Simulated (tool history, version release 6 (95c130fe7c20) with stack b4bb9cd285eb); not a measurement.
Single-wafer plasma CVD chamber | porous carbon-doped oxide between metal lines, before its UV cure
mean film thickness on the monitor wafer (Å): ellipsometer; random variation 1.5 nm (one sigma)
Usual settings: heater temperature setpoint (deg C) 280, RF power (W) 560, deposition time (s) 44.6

run   hour  heater temperature setpoint (deg C)  RF power (W)  deposition time (s)  read-back reference wafer on the same gauge, thickness_nm  mean film thickness on the monitor wafer (Å)
  1    0.0                                  280           560                 44.6                                                    348.420                                       3001.19
  2   53.1                                  280           560                 44.6                                                    347.925                                       2997.46
  3  106.4                                  280           560                 44.6                                                    348.517                                       3007.61
  4  188.1                                  280           560                 44.6                                                    348.250                                       2989.06
  5  246.2                                  280           610                 44.6                                                    348.209                                       3132.67
  6  328.0                                  280           560                 44.6                                                    348.137                                       3006.85
  7  388.2                                  280           560                 44.6                                                    347.959                                       3017.49
  8  478.3                                  280           560                 44.6                                                    348.122                                       2996.23
     515.1  -- showerhead replaced
  9  555.7                                  284           560                 44.6                                                    348.679                                       2948.31
 10  654.8                                  290           455                 36.8                                                    347.981                                       2105.68
 11  731.5                                  280           635                 51.0                                                    347.837                                       3673.50
 12  779.3                                  280           560                 44.6                                                    347.889                                       3021.45
 13  878.1                                  280           595                 44.6                                                    347.867                                       3091.74

Run 14 comes next. What will it give?
     959.7  -- RF generator calibrated
     982.5  -- thermocouple changed; heater temperature recalibrated
 14  983.0                                  280           665                 44.6                                                          ?                                             ?

read-back reference wafer on the same gauge, thickness_nm: 347.864
mean film thickness on the monitor wafer (Å): 3252.53
Without the tool's hidden state the same run would have given mean film thickness on the monitor wafer (Å) 3252.53.
